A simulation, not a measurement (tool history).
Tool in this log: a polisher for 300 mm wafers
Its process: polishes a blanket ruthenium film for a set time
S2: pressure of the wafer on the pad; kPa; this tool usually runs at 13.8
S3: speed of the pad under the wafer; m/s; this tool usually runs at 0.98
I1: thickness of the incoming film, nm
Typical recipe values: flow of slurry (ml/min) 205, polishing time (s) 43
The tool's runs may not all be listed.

Run 1, day 0: usual settings but S3 1.14 m/s; I1 453.8. Result: film removed (angstrom) 515.
Run 2, day 2.679: usual settings but flow of slurry (ml/min) 245, S2 12.4 kPa; I1 462.2. Result: film removed (angstrom) 412.
At day 4.225: worn pad replaced by a new one.
Run 3, day 4.458: usual settings but flow of slurry (ml/min) 245, S2 12.4 kPa; I1 462.3. Result: film removed (angstrom) 416.
Run 4, day 6.038: usual settings but S2 10.3 kPa; I1 459.5. Result: film removed (angstrom) 337.
Run 5, day 8.475: usual settings but S2 10.3 kPa; I1 460. Result: film removed (angstrom) 345.
Run 6, day 10.175: usual settings but S2 10.3 kPa; I1 460.2. Result: film removed (angstrom) 339.
At day 14.175: worn pad replaced by a new one.
Run 7, day 15.371: usual settings but polishing time (s) 37; I1 456.3. Result: film removed (angstrom) 362.
Run 8, day 16.396: usual settings but polishing time (s) 37; I1 457.9. Result: film removed (angstrom) 364.
At day 17.175: head pressure recalibrated.
Run 9, day 18.412: usual settings but S2 11.7 kPa, S3 0.82 m/s; I1 451.4. Result: film removed (angstrom) 337.
Run 10, day 20.192: usual settings but S2 11.7 kPa, S3 0.82 m/s; I1 454.4. Result: film removed (angstrom) 338.
Run 11, day 21.933: usual settings but S2 16.5 kPa; I1 454.3. Result: film removed (angstrom) 540.
Run 12, day 23.912: usual settings; I1 453.8. Result: film removed (angstrom) 451.
At day 24.938: worn pad replaced by a new one.
Run 13, day 26.421: usual settings but S2 10.3 kPa; I1 462.1. Result: film removed (angstrom) 361.
Run 14, day 27.892: usual settings but flow of slurry (ml/min) 180, polishing time (s) 33; I1 455.5. Result: film removed (angstrom) 341.
At day 28.896: slurry nozzle cleaned.
Run 15, day 29.171: usual settings but polishing time (s) 55; I1 464.8. Result: film removed (angstrom) 579.
Run 16, day 30.55: usual settings but polishing time (s) 34; I1 451.2. Result: film removed (angstrom) 361.
Run 17, day 31.883: usual settings but S3 1.24 m/s, polishing time (s) 48; I1 469.4. Result: film removed (angstrom) 630.
Run 18, day 33.838: usual settings but S2 11 kPa; I1 458.8. Result: film removed (angstrom) 371.
At day 35.296: worn pad replaced by a new one.
Run 19, day 36.354: usual settings but S2 17.9 kPa, polishing time (s) 29; I1 461. Result: film removed (angstrom) 386.
Run 20, day 38.642: usual settings but S2 15.9 kPa, S3 1.28 m/s, polishing time (s) 34; I1 464.6. Result: film removed (angstrom) 519.
Run 21, day 39.9: usual settings; I1 460.4. Result: film removed (angstrom) 451.
Run 22, day 42.317: usual settings but flow of slurry (ml/min) 170, S2 17.2 kPa, S3 0.84 m/s; I1 456.2. Result: film removed (angstrom) 442.
Run 23, day 44.012: usual settings but flow of slurry (ml/min) 135, S2 15.2 kPa; I1 457.6. Result: film removed (angstrom) 439.
At day 44.342: worn pad replaced by a new one.
Run 24, day 45.579: usual settings but S3 1.26 m/s; I1 463.7. Result: film removed (angstrom) 564.
Run 25, day 47.154: usual settings but flow of slurry (ml/min) 240, S2 11.7 kPa, S3 1.08 m/s; I1 462.6. Result: film removed (angstrom) 430.

What if the next run were any one of these 3? Each begins from the tool's condition after run 25:
Run A, day 47.171: usual settings but S2 17.9 kPa; I1 454.9. Result: film removed (angstrom) ?.
Run B, day 47.171: usual settings but flow of slurry (ml/min) 250, polishing time (s) 30; I1 454.9. Result: film removed (angstrom) ?.
Run C, day 47.171: usual settings but S3 0.76 m/s, polishing time (s) 34; I1 454.9. Result: film removed (angstrom) ?.

run  film removed (angstrom)
  A                      558
  B                      318
  C                      272
Without the tool's hidden state the same runs would have given:
run  film removed (angstrom)
  A                      593
  B                      338
  C                      289

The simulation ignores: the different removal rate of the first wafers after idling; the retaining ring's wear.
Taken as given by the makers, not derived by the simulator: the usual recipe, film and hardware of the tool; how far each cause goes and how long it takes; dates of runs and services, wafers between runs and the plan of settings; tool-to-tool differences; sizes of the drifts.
